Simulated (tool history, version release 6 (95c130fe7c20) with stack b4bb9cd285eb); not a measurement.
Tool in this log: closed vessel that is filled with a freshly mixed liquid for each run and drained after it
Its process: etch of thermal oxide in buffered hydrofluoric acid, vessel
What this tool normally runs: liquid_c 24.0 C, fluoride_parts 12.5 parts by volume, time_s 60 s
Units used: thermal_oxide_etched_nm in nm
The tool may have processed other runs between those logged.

run,hour,liquid_c,fluoride_parts,time_s,wafers since the last listed run,hours since the thermometer was replaced,hours since the hydrofluoric acid flow meter was replaced,hours since the gauge calibration,"read-back film thickness of the thermal oxide reference wafer, read on the same gauge (nm)",thermal_oxide_etched_nm
1,0.0,24.0,12.5,60,0,289.5,1804.6,17.0,109.97,59.38
2,34.6,25.5,12.5,45,2220,324.1,1839.2,51.6,110.00,48.12
3,47.0,24.0,12.5,60,795,336.5,1851.6,64.0,110.01,58.99
4,80.2,24.0,12.5,60,2130,369.7,1884.8,97.2,109.99,59.39
5,100.0,24.0,12.5,60,1270,389.5,1904.6,117.0,110.00,59.20
6,125.8,24.0,12.5,60,1655,415.3,1930.4,142.8,109.98,58.57
7,154.6,24.0,12.5,60,1848,444.1,1959.2,171.6,109.99,58.61
8,173.4,24.0,12.5,75,1206,462.9,1978.0,190.4,110.00,73.74
9,205.5,24.0,12.5,45,2059,495.0,2010.1,222.5,110.00,44.23
10,234.2,24.0,12.5,45,1841,523.7,2038.8,251.2,109.99,43.77
11,261.7,24.0,9.5,70,1764,551.2,2066.3,278.7,110.00,86.36
12,275.2,24.0,9.5,70,866,564.7,2079.8,292.2,110.00,86.22
13,299.0,24.0,9.5,70,1527,588.5,2103.6,316.0,110.01,86.74
14,315.9,24.0,12.5,60,1084,605.4,2120.5,332.9,110.00,58.61
15,338.1,24.0,12.5,60,1424,627.6,2142.7,355.1,109.97,58.14
16,355.8,28.5,12.5,30,1135,645.3,2160.4,372.8,109.99,37.33
17,388.2,24.0,12.5,60,2079,677.7,2192.8,405.2,109.98,57.97
18,419.6,28.5,12.5,60,2015,709.1,2224.2,436.6,110.00,74.15
19,441.4,24.0,16.0,45,1399,730.9,2246.0,458.4,109.98,34.15
20,468.9,24.0,12.5,60,1764,758.4,2273.5,485.9,110.01,57.66
21,488.1,24.0,12.5,60,1232,777.6,2292.7,505.1,110.01,57.64
# hour 507.8: thermometer replaced
# hour 585.4: hydrofluoric acid flow meter replaced
22,591.9,20.5,16.0,50,6532,84.1,6.5,608.9,110.01,29.22
23,623.9,24.0,17.5,60,2053,116.1,38.5,640.9,109.98,38.78
# hour 626.8: gauge calibrated
24,665.1,24.0,15.0,85,2643,157.3,79.7,38.3,110.01,63.24
25,687.3,24.0,8.0,60,1424,179.5,101.9,60.5,110.02,80.74
26,710.7,24.0,17.0,40,1501,202.9,125.3,83.9,110.01,26.61
27,723.3,26.5,12.5,60,808,215.5,137.9,96.5,109.99,61.45
28,757.0,20.5,12.5,60,2162,249.2,171.6,130.2,109.98,43.88
29,786.7,21.0,12.5,60,1905,278.9,201.3,159.9,109.99,45.55
30,815.7,24.0,10.5,70,1861,307.9,230.3,188.9,110.00,74.55
31,842.1,24.0,12.5,60,1694,334.3,256.7,215.3,109.98,53.89

A few steps of thermal_oxide_etched_nm between consecutive runs. Split each: what settings, incoming material and random variation would produce without the hidden state, and what is left over for the hidden state, along with gauge scatter present in only one of the two compared results (measured, and without hidden state):
The hidden state here: liquid colder than its thermometer reads (K); hydrofluoric acid flow above the setpoint (%); gauge reads high (%).
Run 10 -> 11: fluoride_parts 12.5 -> 9.5, time_s 45 -> 70. thermal_oxide_etched_nm +42.59 nm: hidden state +0.87, all else +41.72.
Run 18 -> 19: liquid_c 28.5 -> 24.0, fluoride_parts 12.5 -> 16.0, time_s 60 -> 45. thermal_oxide_etched_nm -40.00 nm: hidden state -1.78, all else -38.22.
Run 21 -> 22: liquid_c 24.0 -> 20.5, fluoride_parts 12.5 -> 16.0, time_s 60 -> 50, thermometer replaced, hydrofluoric acid flow meter replaced. thermal_oxide_etched_nm -28.42 nm: hidden state -3.08, all else -25.34.
Run 25 -> 26: fluoride_parts 8.0 -> 17.0, time_s 60 -> 40. thermal_oxide_etched_nm -54.13 nm: hidden state +1.76, all else -55.89.

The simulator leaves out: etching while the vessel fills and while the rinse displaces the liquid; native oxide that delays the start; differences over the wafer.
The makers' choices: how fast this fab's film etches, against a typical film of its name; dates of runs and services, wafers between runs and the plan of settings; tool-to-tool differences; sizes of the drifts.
